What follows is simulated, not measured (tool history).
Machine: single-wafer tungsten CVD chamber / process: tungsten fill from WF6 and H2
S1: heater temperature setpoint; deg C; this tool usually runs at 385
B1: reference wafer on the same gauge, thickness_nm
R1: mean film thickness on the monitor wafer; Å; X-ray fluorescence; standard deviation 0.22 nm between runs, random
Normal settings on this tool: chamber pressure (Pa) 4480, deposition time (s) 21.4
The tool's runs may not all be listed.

run 1 day=0 | S1=385 chamber_pressure_(Pa)=4480 deposition_time_(s)=21.4 | B1=52.173 | R1=500.34
run 2 day=1.212 | S1=385 chamber_pressure_(Pa)=4480 deposition_time_(s)=21.4 | B1=52.236 | R1=504.33
run 3 day=2.354 | S1=385 chamber_pressure_(Pa)=4480 deposition_time_(s)=21.4 | B1=52.345 | R1=503.86
run 4 day=4.154 | S1=385 chamber_pressure_(Pa)=4480 deposition_time_(s)=21.4 | B1=52.245 | R1=505.16
run 5 day=6.221 | S1=385 chamber_pressure_(Pa)=4480 deposition_time_(s)=21.4 | B1=52.241 | R1=507.76
run 6 day=7.258 | S1=385 chamber_pressure_(Pa)=4480 deposition_time_(s)=19.9 | B1=52.163 | R1=467.06
run 7 day=8.962 | S1=381 chamber_pressure_(Pa)=4480 deposition_time_(s)=21.4 | B1=52.363 | R1=462.03
run 8 day=11.092 | S1=381 chamber_pressure_(Pa)=4480 deposition_time_(s)=21.4 | B1=52.134 | R1=463.55
run 9 day=12.479 | S1=385 chamber_pressure_(Pa)=4480 deposition_time_(s)=21.4 | B1=52.351 | R1=507.76
run 10 day=15.296 | S1=385 chamber_pressure_(Pa)=4893 deposition_time_(s)=21.4 | B1=52.204 | R1=520.88
-- day=15.329 gauge calibrated
run 11 day=20.312 | S1=385 chamber_pressure_(Pa)=4893 deposition_time_(s)=21.4 | B1=52.034 | R1=524.17
run 12 day=21.75 | S1=385 chamber_pressure_(Pa)=4480 deposition_time_(s)=21.4 | B1=52.22 | R1=508.19
run 13 day=23.404 | S1=385 chamber_pressure_(Pa)=5333 deposition_time_(s)=21.4 | B1=52.049 | R1=538.17
run 14 day=26.383 | S1=385 chamber_pressure_(Pa)=4480 deposition_time_(s)=21.4 | B1=52.213 | R1=504.97
-- day=27.108 capacitance manometer re-zeroed and calibrated
run 15 day=27.942 | S1=400 chamber_pressure_(Pa)=4480 deposition_time_(s)=21.4 | B1=52.154 | R1=684.48
run 16 day=29.375 | S1=399 chamber_pressure_(Pa)=5400 deposition_time_(s)=22.9 | B1=52.119 | R1=770.35
run 17 day=31.125 | S1=396 chamber_pressure_(Pa)=4480 deposition_time_(s)=21.4 | B1=52.134 | R1=632.67
-- day=32.062 thermocouple changed; heater temperature recalibrated
-- day=32.308 showerhead replaced
run 18 day=33.242 | S1=392 chamber_pressure_(Pa)=3373 deposition_time_(s)=18.3 | B1=52.137 | R1=449.64
run 19 day=34.429 | S1=396 chamber_pressure_(Pa)=4053 deposition_time_(s)=21.4 | B1=52.2 | R1=608.02
run 20 day=36.054 | S1=385 chamber_pressure_(Pa)=4480 deposition_time_(s)=21.4 | B1=52.22 | R1=500.77
run 21 day=38.962 | S1=391 chamber_pressure_(Pa)=4480 deposition_time_(s)=23.5 | B1=52.256 | R1=620.16
run 22 day=40.629 | S1=389 chamber_pressure_(Pa)=4133 deposition_time_(s)=21.4 | B1=52.262 | R1=528.66
run 23 day=42.971 | S1=385 chamber_pressure_(Pa)=5026 deposition_time_(s)=21.4 | B1=52.162 | R1=522.2
run 24 day=44.896 | S1=385 chamber_pressure_(Pa)=4893 deposition_time_(s)=21.4 | B1=52.173 | R1=513.23

Each row is a separate what-if for the run after 24, all from the same tool condition, not one after another. Results?
run A day=44.912 | S1=385 chamber_pressure_(Pa)=4480 deposition_time_(s)=21.4 | B1=? | R1=?
run B day=44.912 | S1=395 chamber_pressure_(Pa)=3373 deposition_time_(s)=23.2 | B1=? | R1=?
run C day=44.912 | S1=385 chamber_pressure_(Pa)=4480 deposition_time_(s)=24 | B1=? | R1=?
run D day=44.912 | S1=385 chamber_pressure_(Pa)=4480 deposition_time_(s)=22.5 | B1=? | R1=?
run E day=44.912 | S1=375 chamber_pressure_(Pa)=5506 deposition_time_(s)=25.5 | B1=? | R1=?

run=A B1=52.279 R1=496.8
run=B B1=52.279 R1=607.59
run=C B1=52.279 R1=557.44
run=D B1=52.279 R1=522.45
run=E B1=52.279 R1=506.68
Had the tool no hidden state, the same runs would have come out as:
run=A R1=487.24
run=B R1=595.73
run=C R1=546.7
run=D R1=512.39
run=E R1=497.11

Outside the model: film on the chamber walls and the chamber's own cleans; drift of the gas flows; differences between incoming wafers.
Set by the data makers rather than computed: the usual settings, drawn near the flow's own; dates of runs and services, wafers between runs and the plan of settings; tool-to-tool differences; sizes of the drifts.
